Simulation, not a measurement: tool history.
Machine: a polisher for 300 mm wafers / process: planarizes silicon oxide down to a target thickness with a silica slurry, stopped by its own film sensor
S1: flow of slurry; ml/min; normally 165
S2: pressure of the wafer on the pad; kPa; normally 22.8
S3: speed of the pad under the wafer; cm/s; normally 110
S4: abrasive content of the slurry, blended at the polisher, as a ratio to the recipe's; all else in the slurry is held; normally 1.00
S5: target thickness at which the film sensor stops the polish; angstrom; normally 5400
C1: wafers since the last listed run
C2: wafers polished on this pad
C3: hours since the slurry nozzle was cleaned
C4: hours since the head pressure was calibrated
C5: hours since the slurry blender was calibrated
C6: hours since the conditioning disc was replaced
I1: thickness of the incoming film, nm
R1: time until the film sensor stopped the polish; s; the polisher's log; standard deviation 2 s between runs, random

Run 1, hour 0.0: usual settings; C1 0; C2 3849; C3 731.5; C4 248.8; C5 594.5; C6 313.8; I1 838.8. Result: R1 156.0 s.
At hour 9.5: slurry blender recalibrated.
Run 2, hour 91.0: usual settings; C1 924; C2 4773; C3 822.5; C4 339.8; C5 81.5; C6 404.8; I1 840.8. Result: R1 138.6 s.
At hour 117.3: slurry nozzle cleaned.
At hour 149.2: worn pad replaced by a new one.
Run 3, hour 172.5: usual settings but S3 122 cm/s; C1 794; C2 241; C3 55.2; C4 421.3; C5 163.0; C6 486.3; I1 832.8. Result: R1 133.6 s.
Run 4, hour 213.1: usual settings; C1 421; C2 663; C3 95.8; C4 461.9; C5 203.6; C6 526.9; I1 853.3. Result: R1 156.0 s.
At hour 225.7: head pressure recalibrated.
Run 5, hour 254.4: usual settings; C1 408; C2 1071; C3 137.1; C4 28.7; C5 244.9; C6 568.2; I1 838.3. Result: R1 149.0 s.
At hour 295.9: conditioning disc replaced and pad reconditioned.
Run 6, hour 347.4: usual settings but S4 1.20; C1 945; C2 2016; C3 230.1; C4 121.7; C5 337.9; C6 51.5; I1 846.8. Result: R1 147.2 s.
Run 7, hour 398.8: usual settings but S3 128 cm/s; C1 533; C2 2550; C3 281.5; C4 173.1; C5 389.3; C6 102.9; I1 845.7. Result: R1 142.0 s.
Run 8, hour 442.0: usual settings; C1 448; C2 2998; C3 324.7; C4 216.3; C5 432.5; C6 146.1; I1 827.5. Result: R1 148.5 s.
At hour 526.2: slurry blender recalibrated.
Run 9, hour 527.6: usual settings but S1 205 ml/min, S2 17.9 kPa, S3 146 cm/s, S5 5080 angstrom; C1 868; C2 3867; C3 410.3; C4 301.9; C5 1.4; C6 231.7; I1 838.7. Result: R1 136.3 s.
Run 10, hour 571.1: usual settings but S1 120 ml/min, S2 29.0 kPa, S4 0.80, S5 4900 angstrom; C1 451; C2 4318; C3 453.8; C4 345.4; C5 44.9; C6 275.2; I1 851.5. Result: R1 160.7 s.
At hour 627.5: worn pad replaced by a new one.
Run 11, hour 637.6: usual settings but S2 18.6 kPa, S3 120 cm/s; C1 649; C2 105; C3 520.3; C4 411.9; C5 111.4; C6 341.7; I1 838.3. Result: R1 156.5 s.
At hour 761.4: conditioning disc replaced and pad reconditioned.
Run 12, hour 789.6: usual settings; C1 1557; C2 1663; C3 672.3; C4 563.9; C5 263.4; C6 28.2; I1 856.2. Result: R1 165.4 s.
At hour 823.1: head pressure recalibrated.
Run 13, hour 832.6: usual settings; C1 425; C2 2088; C3 715.3; C4 9.5; C5 306.4; C6 71.2; I1 838.7. Result: R1 154.8 s.
At hour 935.2: slurry nozzle cleaned.
At hour 993.6: slurry blender recalibrated.
At hour 1139.7: worn pad replaced by a new one.
Run 14, hour 1140.2: usual settings but S4 1.25, S5 4790 angstrom; C1 3121; C2 5; C3 205.0; C4 317.1; C5 146.6; C6 378.8; I1 840.5. Result: R1 159.0 s.
Run 15, hour 1185.5: usual settings but S3 80 cm/s, S4 1.30; C1 470; C2 475; C3 250.3; C4 362.4; C5 191.9; C6 424.1; I1 837.9. Result: R1 169.9 s.
Run 16, hour 1223.6: usual settings but S5 4810 angstrom; C1 395; C2 871; C3 288.4; C4 400.5; C5 230.0; C6 462.2; I1 839.7. Result: R1 182.6 s.
At hour 1307.3: conditioning disc replaced and pad reconditioned.
Run 17, hour 1308.0: usual settings but S3 90 cm/s; C1 855; C2 1727; C3 372.8; C4 484.9; C5 314.4; C6 0.7; I1 836.2. Result: R1 174.1 s.
Run 18, hour 1388.4: usual settings but S1 205 ml/min, S2 15.2 kPa, S3 134 cm/s, S4 1.30; C1 834; C2 2562; C3 453.2; C4 565.3; C5 394.8; C6 81.1; I1 843.7. Result: R1 157.7 s.
At hour 1400.5: head pressure recalibrated.
Run 19, hour 1473.5: usual settings but S2 17.9 kPa, S4 0.85, S5 5790 angstrom; C1 862; C2 3425; C3 538.3; C4 73.0; C5 479.9; C6 166.2; I1 839.6. Result: R1 178.8 s.
At hour 1488.6: slurry blender recalibrated.
Run 20, hour 1534.0: usual settings but S2 26.2 kPa, S3 100 cm/s, S4 0.90; C1 607; C2 4032; C3 598.8; C4 133.5; C5 45.4; C6 226.7; I1 833.6. Result: R1 138.6 s.
Run 21, hour 1582.0: usual settings but S1 205 ml/min, S3 128 cm/s; C1 498; C2 4531; C3 646.8; C4 181.5; C5 93.4; C6 274.7; I1 835.4. Result: R1 121.5 s.
Run 22, hour 1666.8: usual settings; C1 880; C2 5411; C3 731.6; C4 266.3; C5 178.2; C6 359.5; I1 845.7. Result: R1 154.2 s.
At hour 1718.0: slurry nozzle cleaned.
Run 23, hour 1745.3: usual settings but S1 125 ml/min; C1 804; C2 6216; C3 27.3; C4 344.8; C5 256.7; C6 438.0; I1 832.4. Result: R1 155.5 s.
At hour 1753.8: worn pad replaced by a new one.
Run 24, hour 1794.9: usual settings; C1 473; C2 427; C3 76.9; C4 394.4; C5 306.3; C6 487.6; I1 856.0. Result: R1 161.8 s.
Run 25, hour 1848.7: usual settings but S2 26.2 kPa, S4 1.25; C1 558; C2 985; C3 130.7; C4 448.2; C5 360.1; C6 541.4; I1 846.5. Result: R1 129.2 s.

Below are 4 alternative next runs, each starting from the tool's condition after run 25. Predict each:
Run A, hour 1849.2: usual settings but S2 28.3 kPa; C1 5; C2 990; C3 131.2; C4 448.7; C5 360.6; C6 541.9; I1 834.8. Result: R1 ?.
Run B, hour 1849.2: usual settings but S1 125 ml/min, S2 29.6 kPa, S3 74 cm/s, S4 0.80; C1 5; C2 990; C3 131.2; C4 448.7; C5 360.6; C6 541.9; I1 834.8. Result: R1 ?.
Run C, hour 1849.2: usual settings but S1 190 ml/min, S4 0.70, S5 4850 angstrom; C1 5; C2 990; C3 131.2; C4 448.7; C5 360.6; C6 541.9; I1 834.8. Result: R1 ?.
Run D, hour 1849.2: usual settings but S4 1.25; C1 5; C2 990; C3 131.2; C4 448.7; C5 360.6; C6 541.9; I1 834.8. Result: R1 ?.

run     R1
  A  130.8
  B  201.2
  C  218.4
  D  140.0
Without the tool's hidden state the same runs would have given:
run     R1
  A  108.5
  B  163.8
  C  175.9
  D  118.3

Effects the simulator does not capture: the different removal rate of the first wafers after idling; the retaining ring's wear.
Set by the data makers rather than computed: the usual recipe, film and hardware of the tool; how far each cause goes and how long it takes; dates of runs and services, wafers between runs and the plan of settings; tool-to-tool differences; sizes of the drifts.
